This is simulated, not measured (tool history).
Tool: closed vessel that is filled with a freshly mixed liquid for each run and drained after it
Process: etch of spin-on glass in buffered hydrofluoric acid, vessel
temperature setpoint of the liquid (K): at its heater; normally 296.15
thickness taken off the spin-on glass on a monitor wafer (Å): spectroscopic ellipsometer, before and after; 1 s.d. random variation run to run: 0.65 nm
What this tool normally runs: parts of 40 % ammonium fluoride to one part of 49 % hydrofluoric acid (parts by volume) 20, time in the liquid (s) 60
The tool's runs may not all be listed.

run	hour	temperature setpoint of the liquid (K)	parts of 40 % ammonium fluoride to one part of 49 % hydrofluoric acid (parts by volume)	time in the liquid (s)	wafers since the last listed run	hours since the thermometer was replaced	hours since the hydrofluoric acid flow meter was replaced	hours since the gauge calibration	read-back film thickness of the spin-on glass reference wafer, read on the same gauge (nm)	thickness taken off the spin-on glass on a monitor wafer (Å)
1	0	296.15	15	60	0	541.4	370.9	106.4	49.99	1474
2	13.8	296.15	20	60	1471	555.2	384.7	120.2	50	1111
3	22.4	296.15	20	60	917	563.8	393.3	128.8	49.99	1114.4
4	30.1	296.15	20	60	821	571.5	401	136.5	50	1115
5	36.9	296.15	20	70	725	578.3	407.8	143.3	49.97	1315.3
6	50	296.15	20	70	1397	591.4	420.9	156.4	50	1315.4
7	66.6	296.15	20	70	1770	608	437.5	173	50.02	1315.2
8	82.3	294.65	20	60	1674	623.7	453.2	188.7	49.99	1074
9	88.7	296.15	20	60	682	630.1	459.6	195.1	50	1146.8
# hour 93.3: thermometer replaced
10	94.9	296.15	20	60	554	1.6	465.8	201.3	50.01	1011.1
11	103.9	296.15	20	60	959	10.6	474.8	210.3	50.03	1008.3
12	121.2	300.15	20	60	1845	27.9	492.1	227.6	50.02	1245.2
# hour 130: gauge calibrated
13	133.8	294.65	23	95	1343	40.5	504.7	3.8	50.02	1305.5
14	149.7	296.15	20	60	1695	56.4	520.6	19.7	49.99	1020.7
15	160.3	296.15	20	95	1130	67	531.2	30.3	50.03	1629
16	169.3	296.15	26.5	60	959	76	540.2	39.3	50.02	817.5
17	176.3	292.15	13.5	35	746	83	547.2	46.3	50.01	709.2
# hour 183.7: hydrofluoric acid flow meter replaced
18	204.1	292.65	22.5	60	2858	110.8	20.4	74.1	50	695.9
19	216.3	296.15	20	60	1301	123	32.6	86.3	50	932.5
20	227.9	292.65	26	30	1237	134.6	44.2	97.9	49.97	317.5
21	238.7	293.65	20	75	1151	145.4	55	108.7	49.99	1019.1
22	247.8	296.15	20	60	970	154.5	64.1	117.8	49.98	933.6

The tool's hidden state at each run:
gauge reads high (%): 0 at every run
H1: liquid hotter than its thermometer reads (K)
H2: hydrofluoric acid flow above the setpoint (%)
run	H1	H2
1	2.39	9.92
2	2.44	10.2
3	2.47	10.4
4	2.5	10.6
5	2.53	10.8
6	2.58	11.1
7	2.65	11.5
8	2.71	11.8
9	2.73	12
10	0.153	12.1
11	0.188	12.3
12	0.256	12.7
13	0.305	13
14	0.367	13.4
15	0.408	13.6
16	0.444	13.8
17	0.471	14
18	0.58	1.06
19	0.627	1.34
20	0.673	1.6
21	0.715	1.85
22	0.751	2.06
